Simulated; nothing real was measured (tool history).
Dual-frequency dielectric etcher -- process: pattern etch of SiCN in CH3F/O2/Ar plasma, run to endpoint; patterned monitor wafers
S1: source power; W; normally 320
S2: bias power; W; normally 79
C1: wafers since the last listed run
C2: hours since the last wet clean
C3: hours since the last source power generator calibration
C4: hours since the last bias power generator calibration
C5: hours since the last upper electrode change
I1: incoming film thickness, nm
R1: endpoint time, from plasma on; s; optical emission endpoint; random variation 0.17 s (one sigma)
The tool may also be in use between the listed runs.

run 1 hour=0.0 | S1=320 S2=79 | C1=0 C2=215.8 C3=4105.0 C4=5409.4 C5=2692.7 | I1=7.82 | R1=25.2
run 2 hour=10.1 | S1=320 S2=79 | C1=144 C2=225.9 C3=4115.1 C4=5419.5 C5=2702.8 | I1=7.85 | R1=25.4
run 3 hour=17.6 | S1=320 S2=79 | C1=107 C2=233.4 C3=4122.6 C4=5427.0 C5=2710.3 | I1=7.74 | R1=24.9
run 4 hour=25.6 | S1=290 S2=89 | C1=114 C2=241.4 C3=4130.6 C4=5435.0 C5=2718.3 | I1=7.84 | R1=25.8
run 5 hour=37.6 | S1=280 S2=87 | C1=171 C2=253.4 C3=4142.6 C4=5447.0 C5=2730.3 | I1=7.77 | R1=25.9
run 6 hour=44.5 | S1=280 S2=87 | C1=98 C2=260.3 C3=4149.5 C4=5453.9 C5=2737.2 | I1=7.79 | R1=26.0
run 7 hour=51.2 | S1=280 S2=87 | C1=95 C2=267.0 C3=4156.2 C4=5460.6 C5=2743.9 | I1=7.82 | R1=26.1
run 8 hour=62.9 | S1=320 S2=79 | C1=167 C2=278.7 C3=4167.9 C4=5472.3 C5=2755.6 | I1=7.75 | R1=25.2
run 9 hour=70.3 | S1=320 S2=79 | C1=105 C2=286.1 C3=4175.3 C4=5479.7 C5=2763.0 | I1=7.87 | R1=25.4
run 10 hour=77.9 | S1=320 S2=79 | C1=108 C2=293.7 C3=4182.9 C4=5487.3 C5=2770.6 | I1=7.74 | R1=25.3
run 11 hour=89.5 | S1=320 S2=79 | C1=166 C2=305.3 C3=4194.5 C4=5498.9 C5=2782.2 | I1=7.78 | R1=25.1
run 12 hour=103.8 | S1=320 S2=79 | C1=204 C2=319.6 C3=4208.8 C4=5513.2 C5=2796.5 | I1=7.79 | R1=25.3
run 13 hour=111.2 | S1=320 S2=79 | C1=105 C2=327.0 C3=4216.2 C4=5520.6 C5=2803.9 | I1=7.88 | R1=25.5
run 14 hour=121.7 | S1=380 S2=79 | C1=150 C2=337.5 C3=4226.7 C4=5531.1 C5=2814.4 | I1=7.77 | R1=22.7
run 15 hour=132.3 | S1=280 S2=87 | C1=151 C2=348.1 C3=4237.3 C4=5541.7 C5=2825.0 | I1=7.77 | R1=26.0
run 16 hour=149.3 | S1=360 S2=93 | C1=243 C2=365.1 C3=4254.3 C4=5558.7 C5=2842.0 | I1=7.80 | R1=22.4
-- hour=163.0 bias power generator calibrated
-- hour=173.6 upper electrode replaced
run 17 hour=174.1 | S1=320 S2=79 | C1=145 C2=389.9 C3=4279.1 C4=11.1 C5=0.5 | I1=7.86 | R1=25.5
run 18 hour=174.5 | S1=290 S2=65 | C1=5 C2=390.3 C3=4279.5 C4=11.5 C5=0.9 | I1=7.88 | R1=28.9
run 19 hour=181.3 | S1=360 S2=67 | C1=97 C2=397.1 C3=4286.3 C4=18.3 C5=7.7 | I1=7.77 | R1=25.1
-- hour=199.0 source power generator calibrated
-- hour=208.0 wet clean of the chamber
run 20 hour=208.5 | S1=320 S2=91 | C1=202 C2=0.5 C3=9.5 C4=45.5 C5=34.9 | I1=7.84 | R1=24.2
run 21 hour=208.8 | S1=320 S2=79 | C1=4 C2=0.8 C3=9.8 C4=45.8 C5=35.2 | I1=7.68 | R1=24.9
run 22 hour=213.9 | S1=280 S2=69 | C1=73 C2=5.9 C3=14.9 C4=50.9 C5=40.3 | I1=7.89 | R1=29.2
run 23 hour=223.9 | S1=320 S2=79 | C1=143 C2=15.9 C3=24.9 C4=60.9 C5=50.3 | I1=7.88 | R1=25.5
run 24 hour=241.0 | S1=250 S2=91 | C1=244 C2=33.0 C3=42.0 C4=78.0 C5=67.4 | I1=7.75 | R1=27.1
run 25 hour=248.4 | S1=390 S2=91 | C1=105 C2=40.4 C3=49.4 C4=85.4 C5=74.8 | I1=7.88 | R1=21.8
run 26 hour=256.1 | S1=280 S2=96 | C1=110 C2=48.1 C3=57.1 C4=93.1 C5=82.5 | I1=7.81 | R1=25.0
run 27 hour=294.9 | S1=270 S2=79 | C1=555 C2=86.9 C3=95.9 C4=131.9 C5=121.3 | I1=7.78 | R1=27.2
run 28 hour=302.7 | S1=320 S2=79 | C1=111 C2=94.7 C3=103.7 C4=139.7 C5=129.1 | I1=7.78 | R1=24.9

5 ways to go on from here, each from the tool as it stands after run 28. What would each give?
run A hour=303.1 | S1=320 S2=61 | C1=5 C2=95.1 C3=104.1 C4=140.1 C5=129.5 | I1=7.83 | R1=?
run B hour=303.1 | S1=350 S2=61 | C1=5 C2=95.1 C3=104.1 C4=140.1 C5=129.5 | I1=7.83 | R1=?
run C hour=303.1 | S1=250 S2=70 | C1=5 C2=95.1 C3=104.1 C4=140.1 C5=129.5 | I1=7.83 | R1=?
run D hour=303.1 | S1=270 S2=67 | C1=5 C2=95.1 C3=104.1 C4=140.1 C5=129.5 | I1=7.83 | R1=?
run E hour=303.1 | S1=300 S2=90 | C1=5 C2=95.1 C3=104.1 C4=140.1 C5=129.5 | I1=7.83 | R1=?

run=A R1=28.0
run=B R1=26.7
run=C R1=30.6
run=D R1=29.7
run=E R1=24.9
Without the tool's hidden state the same runs would have given:
run=A R1=28.0
run=B R1=26.7
run=C R1=30.6
run=D R1=29.7
run=E R1=24.9
